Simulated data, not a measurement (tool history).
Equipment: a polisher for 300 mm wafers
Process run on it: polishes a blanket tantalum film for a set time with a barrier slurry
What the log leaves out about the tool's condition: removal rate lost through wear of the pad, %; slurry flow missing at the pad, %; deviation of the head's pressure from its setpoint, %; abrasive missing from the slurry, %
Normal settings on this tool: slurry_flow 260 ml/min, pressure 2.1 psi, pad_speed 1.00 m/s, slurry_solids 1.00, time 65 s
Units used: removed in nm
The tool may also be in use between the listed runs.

run,hour,slurry_flow,pressure,pad_speed,slurry_solids,time,wafers since the last listed run,wafers polished on this pad,hours since the slurry nozzle was cleaned,hours since the head pressure was calibrated,hours since the slurry blender was calibrated,"incoming thickness of the incoming film, nm",removed
1,0.0,205,2.1,1.00,1.00,65,0,658,774.7,736.5,153.6,324.8,96.5
2,48.6,205,2.1,1.00,1.00,65,338,996,823.3,785.1,202.2,333.6,93.7
# hour 72.6: slurry nozzle cleaned
3,88.5,260,2.1,1.00,1.00,65,270,1267,15.9,825.0,242.1,326.9,97.2
4,146.1,260,2.1,1.00,1.00,65,400,1668,73.5,882.6,299.7,329.0,93.6
5,174.8,260,2.1,1.00,1.00,65,199,1867,102.2,911.3,328.4,336.9,94.4
# hour 223.1: slurry blender recalibrated
6,238.3,260,2.1,1.00,1.00,65,428,2295,165.7,974.8,15.2,329.9,96.1
7,286.6,260,2.1,1.26,1.00,65,336,2632,214.0,1023.1,63.5,328.2,119.0
# hour 330.7: head pressure recalibrated
8,351.4,260,2.1,1.26,1.00,65,437,3069,278.8,20.7,128.3,327.0,117.2
# hour 381.9: worn pad replaced by a new one
9,382.4,260,2.1,1.00,1.00,65,187,3,309.8,51.7,159.3,327.6,101.8
10,414.2,260,2.1,1.00,1.00,65,221,224,341.6,83.5,191.1,322.6,103.7
11,485.2,260,1.6,1.00,0.90,65,494,719,412.6,154.5,262.1,331.5,71.3
12,546.5,195,2.3,1.00,1.00,56,426,1145,473.9,215.8,323.4,336.9,88.9
13,599.9,260,2.1,0.88,1.00,65,371,1517,527.3,269.2,376.8,337.0,82.9
# hour 649.2: slurry blender recalibrated
14,651.3,260,2.1,0.90,1.25,65,343,1861,578.7,320.6,2.1,331.9,91.4
15,683.7,260,2.4,1.00,1.00,65,225,2086,611.1,353.0,34.5,327.1,108.3
16,746.0,340,2.1,0.72,1.00,65,433,2520,673.4,415.3,96.8,328.2,67.7
17,808.0,260,2.1,1.00,0.70,65,431,2952,735.4,477.3,158.8,324.8,71.7
# hour 836.7: worn pad replaced by a new one
18,940.0,260,2.1,0.86,1.00,80,890,719,867.4,609.3,290.8,330.9,105.8
# hour 1034.5: slurry nozzle cleaned
# hour 1041.5: slurry blender recalibrated
19,1080.2,260,2.1,1.00,1.00,65,955,1674,45.7,749.5,38.7,331.6,94.3
20,1151.9,260,2.1,1.00,1.00,65,499,2173,117.4,821.2,110.4,326.5,95.4
21,1176.9,260,2.3,0.84,1.00,65,174,2347,142.4,846.2,135.4,322.9,88.9
22,1216.6,205,2.1,1.00,0.85,65,276,2623,182.1,885.9,175.1,329.8,84.9
23,1244.9,225,2.1,1.00,1.25,65,196,2820,210.4,914.2,203.4,332.4,97.8
# hour 1252.5: worn pad replaced by a new one
24,1313.4,260,2.4,1.00,0.75,65,448,423,278.9,982.7,271.9,325.7,93.2
# hour 1336.1: head pressure recalibrated
25,1369.7,290,2.6,1.00,0.70,65,377,801,335.2,33.6,328.2,329.2,91.8
26,1440.3,190,1.7,0.78,1.00,65,491,1293,405.8,104.2,398.8,327.3,59.1
27,1488.8,260,2.1,1.36,1.00,65,337,1630,454.3,152.7,447.3,327.8,129.5
# hour 1491.4: slurry blender recalibrated
28,1545.9,260,2.6,1.00,1.00,65,383,2014,511.4,209.8,54.5,325.4,115.4
29,1594.7,260,2.3,1.00,1.00,65,339,2354,560.2,258.6,103.3,329.1,101.5

The tool's hidden state at each run:
slurry flow missing at the pad, %: 0, the same for each run
deviation of the head's pressure from its setpoint, %: 0, the same for each run
abrasive missing from the slurry, %: 0, the same for each run
H1: removal rate lost through wear of the pad, %
run,H1
1,6.32
2,8.2
3,9.33
4,10.5
5,10.9
6,11.6
7,12
8,12.3
9,1.01
10,3.53
11,7.48
12,9.61
13,10.9
14,11.7
15,12.1
16,12.6
17,13
18,6.67
19,10.5
20,11.4
21,11.6
22,11.9
23,12.1
24,5.5
25,8.19
26,10.4
27,11.3
28,12.1
29,12.6
